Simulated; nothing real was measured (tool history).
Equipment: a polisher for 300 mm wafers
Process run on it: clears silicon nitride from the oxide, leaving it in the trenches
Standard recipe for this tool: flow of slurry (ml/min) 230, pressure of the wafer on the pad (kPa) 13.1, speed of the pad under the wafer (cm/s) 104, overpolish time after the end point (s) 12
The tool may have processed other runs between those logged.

| run | day | flow of slurry (ml/min) | pressure of the wafer on the pad (kPa) | speed of the pad under the wafer (cm/s) | overpolish time after the end point (s) | incoming thickness of the incoming film, nm | time until the end point was called (s) |
|---|---|---|---|---|---|---|---|
| 1 | 0.000 | 230 | 13.1 | 104 | 12 | 89.5 | 159.2 |
| 2 | 2.129 | 230 | 13.1 | 104 | 12 | 90.6 | 159.8 |
|  | 5.092 | head pressure recalibrated |
| 3 | 6.021 | 230 | 13.1 | 116 | 12 | 88.6 | 142.3 |
|  | 6.096 | slurry nozzle cleaned |
| 4 | 8.562 | 230 | 13.1 | 104 | 14 | 90.3 | 163.1 |
| 5 | 12.817 | 230 | 13.1 | 104 | 14 | 88.3 | 160.8 |
| 6 | 17.217 | 230 | 13.1 | 104 | 12 | 89.6 | 163.7 |
|  | 18.192 | worn pad replaced by a new one |
| 7 | 29.592 | 230 | 13.1 | 104 | 12 | 90.6 | 161.6 |
| 8 | 33.838 | 230 | 13.1 | 104 | 12 | 89.4 | 160.7 |
|  | 34.475 | slurry nozzle cleaned |
| 9 | 35.475 | 230 | 13.1 | 104 | 12 | 88.7 | 158.1 |
| 10 | 42.579 | 270 | 13.1 | 104 | 12 | 88.1 | 152.9 |
| 11 | 46.271 | 275 | 13.1 | 104 | 15 | 91.9 | 157.2 |
| 12 | 48.688 | 230 | 13.1 | 104 | 11 | 88.3 | 155.2 |
|  | 50.642 | worn pad replaced by a new one |
| 13 | 52.592 | 230 | 13.1 | 104 | 12 | 90.1 | 155.5 |
| 14 | 56.046 | 230 | 13.1 | 104 | 12 | 90.5 | 157.5 |
|  | 56.596 | head pressure recalibrated |
| 15 | 60.333 | 230 | 13.1 | 104 | 12 | 90.1 | 146.8 |
|  | 61.929 | slurry nozzle cleaned |
| 16 | 62.450 | 230 | 13.1 | 104 | 12 | 88.3 | 144.7 |
| 17 | 74.396 | 200 | 9.0 | 104 | 12 | 89.2 | 208.9 |
|  | 75.062 | head pressure recalibrated, repeated, since the last time left the tool worse |
| 18 | 76.083 | 230 | 9.0 | 104 | 12 | 90.6 | 228.3 |
| 19 | 80.383 | 230 | 13.1 | 138 | 12 | 90.7 | 124.5 |
|  | 80.600 | worn pad replaced by a new one |
| 20 | 82.133 | 260 | 15.2 | 86 | 12 | 89.7 | 172.5 |
| 21 | 85.858 | 230 | 9.7 | 104 | 12 | 89.7 | 212.9 |
| 22 | 89.354 | 230 | 13.1 | 104 | 12 | 89.8 | 166.4 |
|  | 90.200 | slurry nozzle cleaned |
| 23 | 92.700 | 230 | 13.1 | 104 | 12 | 90.9 | 164.6 |
| 24 | 95.521 | 255 | 13.1 | 84 | 12 | 89.8 | 199.0 |
| 25 | 97.079 | 175 | 13.1 | 104 | 12 | 90.2 | 172.1 |
| 26 | 100.021 | 160 | 13.1 | 104 | 12 | 91.2 | 174.8 |
| 27 | 104.104 | 230 | 13.1 | 116 | 12 | 89.8 | 145.5 |
| 28 | 107.896 | 270 | 13.1 | 116 | 9 | 88.9 | 141.1 |
|  | 108.796 | worn pad replaced by a new one |
| 29 | 110.958 | 230 | 13.1 | 128 | 6 | 89.2 | 128.0 |
| 30 | 113.950 | 230 | 15.2 | 134 | 15 | 89.3 | 108.2 |
|  | 115.812 | slurry nozzle cleaned |
| 31 | 117.208 | 160 | 16.5 | 92 | 12 | 88.8 | 152.1 |
| 32 | 121.242 | 205 | 14.5 | 90 | 15 | 89.2 | 169.5 |
| 33 | 124.767 | 175 | 10.3 | 104 | 12 | 89.5 | 197.0 |
| 34 | 126.417 | 230 | 13.1 | 92 | 12 | 91.3 | 181.0 |
| 35 | 130.425 | 195 | 13.1 | 82 | 12 | 90.4 | 202.6 |
| 36 | 132.921 | 230 | 13.1 | 86 | 17 | 91.6 | 188.6 |
|  | 133.446 | head pressure recalibrated |
| 37 | 136.817 | 205 | 14.5 | 90 | 15 | 89.0 | 173.0 |

What the log doesn't show, run by run:
removal rate lost through wear of the pad, %: 0 in every run
slurry flow missing at the pad, %: 0 in every run
H1: deviation of the head's pressure from its setpoint, %
| run | H1 |
|---|---|
| 1 | 3.59 |
| 2 | 4 |
| 3 | 0.348 |
| 4 | 0.372 |
| 5 | 0.471 |
| 6 | 0.654 |
| 7 | 1.6 |
| 8 | 2.08 |
| 9 | 2.28 |
| 10 | 3.29 |
| 11 | 3.9 |
| 12 | 4.33 |
| 13 | 5.07 |
| 14 | 5.78 |
| 15 | 11.6 |
| 16 | 11.7 |
| 17 | 12.3 |
| 18 | -0.785 |
| 19 | -0.728 |
| 20 | -0.682 |
| 21 | -0.543 |
| 22 | -0.359 |
| 23 | -0.136 |
| 24 | 0.0895 |
| 25 | 0.228 |
| 26 | 0.517 |
| 27 | 0.979 |
| 28 | 1.47 |
| 29 | 1.91 |
| 30 | 2.38 |
| 31 | 2.93 |
| 32 | 3.68 |
| 33 | 4.39 |
| 34 | 4.74 |
| 35 | 5.63 |
| 36 | 6.22 |
| 37 | -0.226 |
